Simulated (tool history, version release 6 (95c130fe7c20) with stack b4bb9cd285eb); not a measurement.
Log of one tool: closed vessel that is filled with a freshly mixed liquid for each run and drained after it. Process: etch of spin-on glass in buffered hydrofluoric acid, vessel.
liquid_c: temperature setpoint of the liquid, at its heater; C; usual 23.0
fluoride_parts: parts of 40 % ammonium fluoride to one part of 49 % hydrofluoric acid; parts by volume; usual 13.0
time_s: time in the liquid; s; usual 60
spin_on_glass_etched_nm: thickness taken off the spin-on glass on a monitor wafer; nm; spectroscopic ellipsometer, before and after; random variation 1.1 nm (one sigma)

run,hour,liquid_c,fluoride_parts,time_s,"read-back film thickness of the spin-on glass reference wafer, read on the same gauge (nm)",spin_on_glass_etched_nm
1,0.0,23.0,11.5,60,90.71,159.59
2,42.0,23.0,11.5,60,90.96,162.02
3,100.8,23.0,13.0,60,91.31,146.39
4,159.7,23.0,13.0,60,91.60,143.50
5,214.8,24.5,15.0,60,91.77,137.39
6,255.0,23.0,13.0,60,91.89,146.74
7,285.4,23.0,13.0,60,91.91,147.33
8,312.1,23.0,13.0,60,91.99,146.31
9,380.7,25.5,13.0,85,92.12,237.38
10,421.9,25.5,13.0,85,92.11,236.51
# hour 431.6: hydrofluoric acid flow meter replaced
11,454.1,25.5,13.0,85,92.16,238.69
12,497.3,23.0,13.0,60,92.22,147.90
13,532.8,23.0,13.0,60,92.23,146.57
# hour 556.3: thermometer replaced
14,565.3,20.5,9.5,60,92.21,170.91
# hour 602.7: gauge calibrated
15,617.6,23.0,16.5,60,89.89,115.08
16,642.4,18.0,11.0,95,90.17,202.45
17,687.0,19.5,13.0,60,90.48,118.83
18,729.1,23.0,16.5,35,90.86,67.15
19,776.5,20.5,15.5,35,91.09,61.88
20,808.6,27.0,17.0,80,91.28,183.35
21,839.1,23.0,13.0,60,91.39,143.93
22,872.3,21.0,13.0,60,91.50,131.52
23,1040.7,23.0,13.0,60,91.90,146.45
24,1081.7,23.0,13.0,45,91.94,110.43
25,1139.4,23.0,13.0,60,92.05,144.89
26,1199.3,25.0,18.0,60,92.02,119.60

Forecast each of these 4 alternatives for the next run:
A,1200.0,18.5,13.0,60,?,?
B,1200.0,23.0,10.0,70,?,?
C,1200.0,25.0,13.0,50,?,?
D,1200.0,23.0,11.0,30,?,?

run,"read-back film thickness of the spin-on glass reference wafer, read on the same gauge (nm)",spin_on_glass_etched_nm
A,92.05,112.40
B,92.05,217.73
C,92.05,134.27
D,92.05,85.04
Without the tool's hidden state the same runs would have given:
run,spin_on_glass_etched_nm
A,109.89
B,212.87
C,131.27
D,83.14
